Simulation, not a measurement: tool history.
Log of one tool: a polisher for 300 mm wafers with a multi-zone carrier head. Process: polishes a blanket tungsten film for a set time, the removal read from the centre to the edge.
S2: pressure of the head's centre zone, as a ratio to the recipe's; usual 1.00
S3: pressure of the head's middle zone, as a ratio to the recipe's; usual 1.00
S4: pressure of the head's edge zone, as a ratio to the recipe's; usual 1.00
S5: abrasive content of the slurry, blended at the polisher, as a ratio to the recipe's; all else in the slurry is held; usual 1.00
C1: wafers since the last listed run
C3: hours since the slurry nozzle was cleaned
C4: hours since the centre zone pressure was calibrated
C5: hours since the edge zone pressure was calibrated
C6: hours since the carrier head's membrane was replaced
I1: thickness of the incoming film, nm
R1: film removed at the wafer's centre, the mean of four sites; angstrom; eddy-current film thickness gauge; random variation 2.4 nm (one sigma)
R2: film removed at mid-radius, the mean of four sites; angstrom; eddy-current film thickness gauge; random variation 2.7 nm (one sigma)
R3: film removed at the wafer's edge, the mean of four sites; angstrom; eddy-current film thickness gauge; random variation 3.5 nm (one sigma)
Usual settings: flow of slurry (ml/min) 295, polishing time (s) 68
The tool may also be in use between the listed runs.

run 1 hour=0.0 | flow_of_slurry_(ml/min)=240 S2=1.00 S3=1.00 S4=1.00 S5=1.00 polishing_time_(s)=68 | C1=0 wafers_polished_on_this_pad=393 C3=527.5 C4=0.5 C5=515.4 C6=2049.4 | I1=830.5 | R1=2228 R2=2181 R3=2246
run 2 hour=7.5 | flow_of_slurry_(ml/min)=295 S2=1.00 S3=1.00 S4=1.09 S5=1.10 polishing_time_(s)=68 | C1=54 wafers_polished_on_this_pad=448 C3=535.0 C4=8.0 C5=522.9 C6=2056.9 | I1=828.1 | R1=2252 R2=2267 R3=2413
run 3 hour=22.9 | flow_of_slurry_(ml/min)=215 S2=1.00 S3=0.89 S4=1.00 S5=1.00 polishing_time_(s)=68 | C1=112 wafers_polished_on_this_pad=560 C3=550.4 C4=23.4 C5=538.3 C6=2072.3 | I1=813.3 | R1=2186 R2=1946 R3=2176
run 4 hour=30.5 | flow_of_slurry_(ml/min)=295 S2=1.00 S3=1.00 S4=1.00 S5=1.00 polishing_time_(s)=68 | C1=55 wafers_polished_on_this_pad=616 C3=558.0 C4=31.0 C5=545.9 C6=2079.9 | I1=817.0 | R1=2264 R2=2206 R3=2225
-- hour=40.2 worn pad replaced by a new one
-- hour=51.2 carrier head's membrane replaced by a new one
run 5 hour=51.7 | flow_of_slurry_(ml/min)=295 S2=1.10 S3=1.00 S4=0.96 S5=1.20 polishing_time_(s)=68 | C1=88 wafers_polished_on_this_pad=47 C3=579.2 C4=52.2 C5=567.1 C6=0.5 | I1=819.6 | R1=2669 R2=2410 R3=2368
-- hour=61.8 edge zone pressure recalibrated
run 6 hour=62.3 | flow_of_slurry_(ml/min)=295 S2=1.00 S3=1.04 S4=1.00 S5=1.00 polishing_time_(s)=68 | C1=62 wafers_polished_on_this_pad=110 C3=589.8 C4=62.8 C5=0.5 C6=11.1 | I1=820.3 | R1=2250 R2=2354 R3=2291
run 7 hour=77.9 | flow_of_slurry_(ml/min)=295 S2=1.00 S3=1.00 S4=1.00 S5=1.00 polishing_time_(s)=68 | C1=113 wafers_polished_on_this_pad=223 C3=605.4 C4=78.4 C5=16.1 C6=26.7 | I1=813.9 | R1=2243 R2=2260 R3=2299
-- hour=91.4 slurry nozzle cleaned
run 8 hour=95.8 | flow_of_slurry_(ml/min)=295 S2=1.00 S3=1.00 S4=1.00 S5=1.00 polishing_time_(s)=68 | C1=123 wafers_polished_on_this_pad=346 C3=4.4 C4=96.3 C5=34.0 C6=44.6 | I1=816.3 | R1=2263 R2=2241 R3=2259
run 9 hour=102.0 | flow_of_slurry_(ml/min)=330 S2=1.06 S3=1.04 S4=1.10 S5=1.00 polishing_time_(s)=68 | C1=45 wafers_polished_on_this_pad=392 C3=10.6 C4=102.5 C5=40.2 C6=50.8 | I1=806.7 | R1=2456 R2=2291 R3=2356
run 10 hour=109.9 | flow_of_slurry_(ml/min)=295 S2=1.12 S3=1.00 S4=1.04 S5=1.00 polishing_time_(s)=68 | C1=57 wafers_polished_on_this_pad=449 C3=18.5 C4=110.4 C5=48.1 C6=58.7 | I1=828.7 | R1=2512 R2=2221 R3=2324
run 11 hour=117.7 | flow_of_slurry_(ml/min)=385 S2=1.10 S3=1.00 S4=1.00 S5=0.90 polishing_time_(s)=68 | C1=56 wafers_polished_on_this_pad=506 C3=26.3 C4=118.2 C5=55.9 C6=66.5 | I1=828.3 | R1=2497 R2=2233 R3=2253
run 12 hour=124.0 | flow_of_slurry_(ml/min)=345 S2=1.00 S3=1.00 S4=0.95 S5=0.85 polishing_time_(s)=68 | C1=45 wafers_polished_on_this_pad=552 C3=32.6 C4=124.5 C5=62.2 C6=72.8 | I1=821.3 | R1=2208 R2=2122 R3=2106
run 13 hour=142.0 | flow_of_slurry_(ml/min)=295 S2=1.00 S3=1.00 S4=1.00 S5=1.00 polishing_time_(s)=68 | C1=131 wafers_polished_on_this_pad=683 C3=50.6 C4=142.5 C5=80.2 C6=90.8 | I1=823.8 | R1=2200 R2=2158 R3=2225
-- hour=147.5 worn pad replaced by a new one
run 14 hour=149.4 | flow_of_slurry_(ml/min)=295 S2=1.00 S3=0.93 S4=1.00 S5=1.25 polishing_time_(s)=68 | C1=24 wafers_polished_on_this_pad=13 C3=58.0 C4=149.9 C5=87.6 C6=98.2 | I1=814.4 | R1=2513 R2=2275 R3=2482
run 15 hour=163.0 | flow_of_slurry_(ml/min)=295 S2=1.00 S3=1.00 S4=1.00 S5=1.00 polishing_time_(s)=45 | C1=99 wafers_polished_on_this_pad=112 C3=71.6 C4=163.5 C5=101.2 C6=111.8 | I1=825.6 | R1=1538 R2=1507 R3=1507
run 16 hour=174.0 | flow_of_slurry_(ml/min)=295 S2=1.00 S3=1.00 S4=1.00 S5=1.00 polishing_time_(s)=68 | C1=80 wafers_polished_on_this_pad=192 C3=82.6 C4=174.5 C5=112.2 C6=122.8 | I1=826.6 | R1=2298 R2=2294 R3=2338
run 17 hour=202.1 | flow_of_slurry_(ml/min)=295 S2=1.00 S3=1.00 S4=1.00 S5=1.10 polishing_time_(s)=68 | C1=204 wafers_polished_on_this_pad=397 C3=110.7 C4=202.6 C5=140.3 C6=150.9 | I1=833.1 | R1=2334 R2=2285 R3=2347
run 18 hour=208.4 | flow_of_slurry_(ml/min)=295 S2=1.04 S3=1.00 S4=1.00 S5=1.15 polishing_time_(s)=68 | C1=45 wafers_polished_on_this_pad=443 C3=117.0 C4=208.9 C5=146.6 C6=157.2 | I1=829.8 | R1=2436 R2=2279 R3=2362
run 19 hour=223.5 | flow_of_slurry_(ml/min)=295 S2=1.00 S3=0.95 S4=0.96 S5=1.00 polishing_time_(s)=51 | C1=109 wafers_polished_on_this_pad=553 C3=132.1 C4=224.0 C5=161.7 C6=172.3 | I1=813.1 | R1=1682 R2=1592 R3=1666
run 20 hour=233.5 | flow_of_slurry_(ml/min)=295 S2=1.00 S3=0.91 S4=1.04 S5=0.80 polishing_time_(s)=58 | C1=72 wafers_polished_on_this_pad=626 C3=142.1 C4=234.0 C5=171.7 C6=182.3 | I1=824.3 | R1=1811 R2=1684 R3=1826
run 21 hour=243.7 | flow_of_slurry_(ml/min)=295 S2=1.00 S3=1.00 S4=1.00 S5=0.75 polishing_time_(s)=87 | C1=74 wafers_polished_on_this_pad=700 C3=152.3 C4=244.2 C5=181.9 C6=192.5 | I1=824.7 | R1=2642 R2=2659 R3=2634
-- hour=265.1 worn pad replaced by a new one
run 22 hour=294.4 | flow_of_slurry_(ml/min)=295 S2=1.06 S3=0.92 S4=1.00 S5=1.10 polishing_time_(s)=68 | C1=340 wafers_polished_on_this_pad=213 C3=203.0 C4=294.9 C5=232.6 C6=243.2 | I1=826.4 | R1=2496 R2=2151 R3=2358
run 23 hour=304.6 | flow_of_slurry_(ml/min)=295 S2=1.00 S3=1.00 S4=1.00 S5=1.00 polishing_time_(s)=68 | C1=74 wafers_polished_on_this_pad=287 C3=213.2 C4=305.1 C5=242.8 C6=253.4 | I1=807.3 | R1=2262 R2=2225 R3=2291

What the log doesn't show, run by run:
slurry flow missing at the pad, %: 0 in every run
deviation of the centre zone's pressure from its setpoint, %: 0 in every run
deviation of the edge zone's pressure from its setpoint, %: 0 in every run
H1: removal rate lost through wear of the pad, %
run=1 H1=4.06
run=2 H1=4.23
run=3 H1=4.5
run=4 H1=4.59
run=5 H1=1.64
run=6 H1=2.5
run=7 H1=3.37
run=8 H1=3.98
run=9 H1=4.13
run=10 H1=4.29
run=11 H1=4.41
run=12 H1=4.49
run=13 H1=4.66
run=14 H1=0.311
run=15 H1=1.7
run=16 H1=2.49
run=17 H1=3.66
run=18 H1=3.82
run=19 H1=4.1
run=20 H1=4.22
run=21 H1=4.32
run=22 H1=2.92
run=23 H1=3.42

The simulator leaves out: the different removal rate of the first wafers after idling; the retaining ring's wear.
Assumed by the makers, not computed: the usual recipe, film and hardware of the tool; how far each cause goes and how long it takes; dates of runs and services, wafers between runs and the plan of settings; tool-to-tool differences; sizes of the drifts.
